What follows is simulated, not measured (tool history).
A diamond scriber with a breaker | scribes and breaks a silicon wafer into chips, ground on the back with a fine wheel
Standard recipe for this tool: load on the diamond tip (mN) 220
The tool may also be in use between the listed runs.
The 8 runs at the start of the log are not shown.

| run | hour | load on the diamond tip (mN) | wafers since the last listed run | hours since the diamond tip was replaced | hours since the load on the tip was calibrated | incoming depth of the damage left on the back of the incoming wafer, um | depth of the median crack under the scribed line (µm) | chips rejected at inspection after the break (%) |
|---|---|---|---|---|---|---|---|---|
|  | 313.6 | diamond tip replaced by a new one |
| 9 | 316.8 | 220 | 94 | 3.2 | 766.0 | 2.20 | 10.13 | 1.62 |
| 10 | 366.4 | 220 | 125 | 52.8 | 815.6 | 1.87 | 10.19 | 1.48 |
| 11 | 419.4 | 220 | 134 | 105.8 | 868.6 | 2.32 | 10.10 | 2.10 |
| 12 | 454.8 | 220 | 89 | 141.2 | 904.0 | 2.07 | 10.29 | 1.87 |
|  | 483.3 | load on the tip recalibrated |
| 13 | 512.0 | 220 | 140 | 198.4 | 28.7 | 2.87 | 9.56 | 2.86 |
| 14 | 538.2 | 220 | 66 | 224.6 | 54.9 | 2.90 | 9.53 | 2.95 |
| 15 | 571.6 | 220 | 84 | 258.0 | 88.3 | 1.96 | 9.70 | 1.43 |
| 16 | 598.4 | 220 | 68 | 284.8 | 115.1 | 1.76 | 9.71 | 1.31 |
| 17 | 626.8 | 220 | 72 | 313.2 | 143.5 | 2.62 | 9.75 | 2.29 |
| 18 | 661.3 | 220 | 87 | 347.7 | 178.0 | 1.79 | 9.82 | 1.24 |
| 19 | 702.2 | 251 | 103 | 388.6 | 218.9 | 2.96 | 10.11 | 2.73 |
| 20 | 745.4 | 220 | 109 | 431.8 | 262.1 | 2.21 | 9.83 | 1.74 |
| 21 | 775.4 | 192 | 76 | 461.8 | 292.1 | 2.18 | 9.28 | 2.00 |
| 22 | 814.7 | 238 | 99 | 501.1 | 331.4 | 2.80 | 9.82 | 2.73 |
| 23 | 864.6 | 193 | 126 | 551.0 | 381.3 | 2.47 | 9.40 | 2.58 |
|  | 876.0 | diamond tip replaced by a new one |
| 24 | 919.4 | 171 | 134 | 43.4 | 436.1 | 2.71 | 8.92 | 3.56 |
| 25 | 987.6 | 220 | 173 | 111.6 | 504.3 | 2.72 | 9.70 | 2.44 |
| 26 | 1072.6 | 282 | 215 | 196.6 | 589.3 | 2.94 | 10.85 | 3.99 |
| 27 | 1103.4 | 182 | 78 | 227.4 | 620.1 | 2.12 | 9.45 | 1.94 |
| 28 | 1149.2 | 262 | 116 | 273.2 | 665.9 | 2.85 | 10.62 | 3.04 |
| 29 | 1197.3 | 220 | 122 | 321.3 | 714.0 | 2.57 | 10.09 | 2.23 |
| 30 | 1236.2 | 283 | 98 | 360.2 | 752.9 | 2.71 | 10.97 | 4.04 |
| 31 | 1297.0 | 220 | 154 | 421.0 | 813.7 | 2.87 | 10.13 | 2.49 |
| 32 | 1366.9 | 239 | 177 | 490.9 | 883.6 | 2.66 | 10.43 | 2.67 |
|  | 1414.1 | load on the tip recalibrated |
| 33 | 1415.6 | 220 | 118 | 539.6 | 1.5 | 2.86 | 9.46 | 2.78 |

The next listed run, before its measurement:
| 34 | 1455.1 | 190 | 100 | 579.1 | 41.0 | 2.28 | ? | ? |

Run 34 gave depth of the median crack under the scribed line (µm) 9.24, chips rejected at inspection after the break (%) 2.16.
With no hidden state in the tool, this same run would have given depth of the median crack under the scribed line (µm) 9.20, chips rejected at inspection after the break (%) 2.21.
